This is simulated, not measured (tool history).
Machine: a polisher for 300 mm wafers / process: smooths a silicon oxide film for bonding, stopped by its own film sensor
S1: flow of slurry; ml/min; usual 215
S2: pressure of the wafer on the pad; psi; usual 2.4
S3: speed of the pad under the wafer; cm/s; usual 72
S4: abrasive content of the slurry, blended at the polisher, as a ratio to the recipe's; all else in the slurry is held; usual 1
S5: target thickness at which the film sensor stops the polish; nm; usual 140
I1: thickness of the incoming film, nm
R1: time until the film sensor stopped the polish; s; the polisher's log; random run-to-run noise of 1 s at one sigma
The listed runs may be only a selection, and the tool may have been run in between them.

run	hour	S1	S2	S3	S4	S5	I1	R1
1	0	215	2.4	72	1	150	182.2	62.4
2	12.6	215	2.4	72	1	150	182.1	63.1
3	18.7	215	2.4	72	1	140	180	81.4
# hour 28.4: worn pad replaced by a new one
4	32.3	215	2.4	72	1	140	176.6	72.2
5	47	215	2.4	72	1	140	180.1	77
6	54	215	2.4	72	1	140	181.4	83.6
7	70.8	215	2.4	72	1	140	183.5	90.1
8	86.3	215	2.4	72	1	140	180.6	86.5
9	94.1	215	2.4	72	1.2	140	180.2	75.9
10	102.9	215	2.4	72	1	140	180.2	88
11	110.9	215	2.4	72	1	140	177.3	84.4
# hour 124.5: head pressure recalibrated
# hour 126.7: worn pad replaced by a new one
12	127.2	215	2.7	84	1	140	182	73.3
13	135	140	3	72	1	140	179.3	68.9
14	147.7	215	2.4	72	1	140	179.2	87.2
# hour 151.3: slurry blender recalibrated
15	159.5	215	2.4	72	1	140	180.7	69.6
# hour 165.1: slurry nozzle cleaned
16	172.8	215	2.4	72	1	127	178.7	90.9
17	189.8	215	2.4	72	1.1	134	180	78.6
18	206.3	215	2.4	72	1	131	178.8	89.4
# hour 212.6: worn pad replaced by a new one
19	213.9	215	2.4	52	1	140	177.1	79.6
20	228	215	2.4	72	1	140	181.3	75.1
21	241.4	215	1.7	78	0.7	130	178.1	157.7
22	256.5	215	2.4	60	1	136	181.1	94.8
23	269.7	215	2.4	72	1	140	177.6	73.9

Each row is a separate what-if for the run after 23, all from the same tool condition, not one after another. Results?
A	270.1	215	2.4	72	1	140	180.8	?
B	270.1	280	2.6	96	1.2	140	180.8	?
C	270.1	215	1.7	54	1	147	180.8	?
D	270.1	215	3.1	56	1.25	140	180.8	?
E	270.1	175	2.4	84	1	133	180.8	?

run	R1
A	78.5
B	53.5
C	105.6
D	60.6
E	85.8
Stripped of hidden state, with their random variation kept, the same runs would have yielded:
run	R1
A	67.8
B	46.9
C	91.2
D	53.2
E	74.1
